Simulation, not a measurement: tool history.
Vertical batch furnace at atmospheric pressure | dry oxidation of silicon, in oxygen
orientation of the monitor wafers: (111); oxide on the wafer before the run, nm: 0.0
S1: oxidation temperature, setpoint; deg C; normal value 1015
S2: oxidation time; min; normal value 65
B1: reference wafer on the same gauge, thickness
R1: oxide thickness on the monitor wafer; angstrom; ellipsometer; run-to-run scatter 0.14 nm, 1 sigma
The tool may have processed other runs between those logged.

run,hour,S1,S2,B1,R1
1,0,1015,75,61.97,809.8
2,28.2,1015,75,62,806.1
3,48.3,1015,75,61.97,807.2
4,76,1015,65,62,734.5
5,95.7,1002,81.5,61.99,772.4
6,124.6,1002,81.5,62.05,772.5
7,153,1002,81.5,62.02,769.4
8,188.7,1015,65,62.03,734.1
9,204.1,1015,65,61.98,732.5
10,227.7,1015,65,62.02,732.7
# hour 281.2: boat lift adjusted
11,281.7,1015,65,62,753
12,324.4,1015,65,62.02,752
13,354.2,1015,65,62.01,753.3
14,381.9,1001,77,61.99,756.4
15,417,1007,65,62.02,710.6
# hour 430.6: gauge calibrated
# hour 455.2: thermocouples replaced and temperature profile calibrated
16,455.7,1015,65,62.01,752.6
17,483.2,1015,78.5,62.02,850.5
18,496.5,1015,65,62.01,752.9
19,525.4,1009,90.5,62.05,894
20,554.2,1015,65,61.99,755.8
21,587,1031,52,62.07,726.6
22,621.1,1006,81,62.03,812.6
23,647.4,1015,78.5,61.97,852
24,673.5,1030,65,61.98,833.2
25,700.3,1028,65,61.99,821.9

Each row is a separate what-if for the run after 25, all from the same tool condition, not one after another. Results?
A,704.8,1015,65,?,?
B,704.8,996,84.5,?,?
C,704.8,1038,65,?,?
D,704.8,1037,93.5,?,?

run,B1,R1
A,62.01,752.8
B,62.01,775.6
C,62.01,873.2
D,62.01,1092.1
Had the tool no hidden state, the same runs would have come out as:
run,R1
A,754.9
B,777.8
C,875.2
D,1094.6

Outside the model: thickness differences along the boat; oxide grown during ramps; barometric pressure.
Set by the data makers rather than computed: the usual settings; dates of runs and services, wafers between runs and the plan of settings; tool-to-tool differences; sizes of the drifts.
